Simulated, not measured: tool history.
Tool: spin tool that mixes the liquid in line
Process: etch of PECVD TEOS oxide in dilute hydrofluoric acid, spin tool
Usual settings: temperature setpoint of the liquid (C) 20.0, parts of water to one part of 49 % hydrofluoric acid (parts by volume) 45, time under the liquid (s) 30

| run | hour | temperature setpoint of the liquid (C) | parts of water to one part of 49 % hydrofluoric acid (parts by volume) | time under the liquid (s) | wafers since the last listed run | hours since the thermometer was replaced | hours since the hydrofluoric acid flow meter was replaced | hours since the gauge calibration | read-back film thickness of the PECVD TEOS oxide reference wafer, read on the same gauge (nm) | thickness taken off the PECVD TEOS oxide on a monitor wafer (nm) |
|---|---|---|---|---|---|---|---|---|---|---|
| 1 | 0.0 | 20.0 | 45 | 30 | 0 | 2573.3 | 1235.9 | 115.6 | 49.98 | 7.68 |
| 2 | 7.4 | 20.0 | 45 | 30 | 66 | 2580.7 | 1243.3 | 123.0 | 49.99 | 7.69 |
| 3 | 23.9 | 20.0 | 45 | 30 | 149 | 2597.2 | 1259.8 | 139.5 | 50.00 | 7.57 |
| 4 | 33.3 | 20.0 | 45 | 30 | 84 | 2606.6 | 1269.2 | 148.9 | 49.97 | 7.60 |
| 5 | 50.7 | 20.0 | 45 | 30 | 157 | 2624.0 | 1286.6 | 166.3 | 49.95 | 7.64 |
| 6 | 59.9 | 20.0 | 45 | 30 | 83 | 2633.2 | 1295.8 | 175.5 | 49.99 | 7.56 |
| 7 | 70.6 | 20.0 | 45 | 30 | 96 | 2643.9 | 1306.5 | 186.2 | 50.02 | 7.62 |
| 8 | 76.9 | 17.5 | 45 | 30 | 56 | 2650.2 | 1312.8 | 192.5 | 49.98 | 6.81 |
| 9 | 91.5 | 21.5 | 60 | 50 | 131 | 2664.8 | 1327.4 | 207.1 | 49.98 | 9.87 |
|  | 106.3 | gauge calibrated |
| 10 | 108.1 | 20.0 | 45 | 30 | 149 | 2681.4 | 1344.0 | 1.8 | 50.03 | 7.57 |
|  | 116.1 | thermometer replaced |
| 11 | 117.6 | 24.5 | 30 | 45 | 76 | 1.5 | 1353.5 | 11.3 | 49.99 | 21.10 |
|  | 132.9 | hydrofluoric acid flow meter replaced |
| 12 | 163.9 | 22.5 | 45 | 15 | 409 | 47.8 | 31.0 | 57.6 | 50.01 | 4.80 |
| 13 | 175.4 | 24.0 | 60 | 40 | 103 | 59.3 | 42.5 | 69.1 | 49.99 | 10.01 |
| 14 | 226.5 | 22.5 | 45 | 15 | 461 | 110.4 | 93.6 | 120.2 | 50.03 | 4.77 |
| 15 | 233.1 | 20.0 | 45 | 30 | 59 | 117.0 | 100.2 | 126.8 | 50.03 | 8.58 |

Forecast each of these 3 alternatives for the next run:
| A | 233.5 | 20.0 | 45 | 30 | 3 | 117.4 | 100.6 | 127.2 | ? | ? |
| B | 233.5 | 21.5 | 50 | 40 | 3 | 117.4 | 100.6 | 127.2 | ? | ? |
| C | 233.5 | 17.0 | 25 | 30 | 3 | 117.4 | 100.6 | 127.2 | ? | ? |

| run | read-back film thickness of the PECVD TEOS oxide reference wafer, read on the same gauge (nm) | thickness taken off the PECVD TEOS oxide on a monitor wafer (nm) |
|---|---|---|
| A | 49.99 | 8.59 |
| B | 49.99 | 10.91 |
| C | 49.99 | 13.89 |
Without the tool's hidden state the same runs would have given:
| run | thickness taken off the PECVD TEOS oxide on a monitor wafer (nm) |
|---|---|
| A | 8.80 |
| B | 11.19 |
| C | 14.24 |
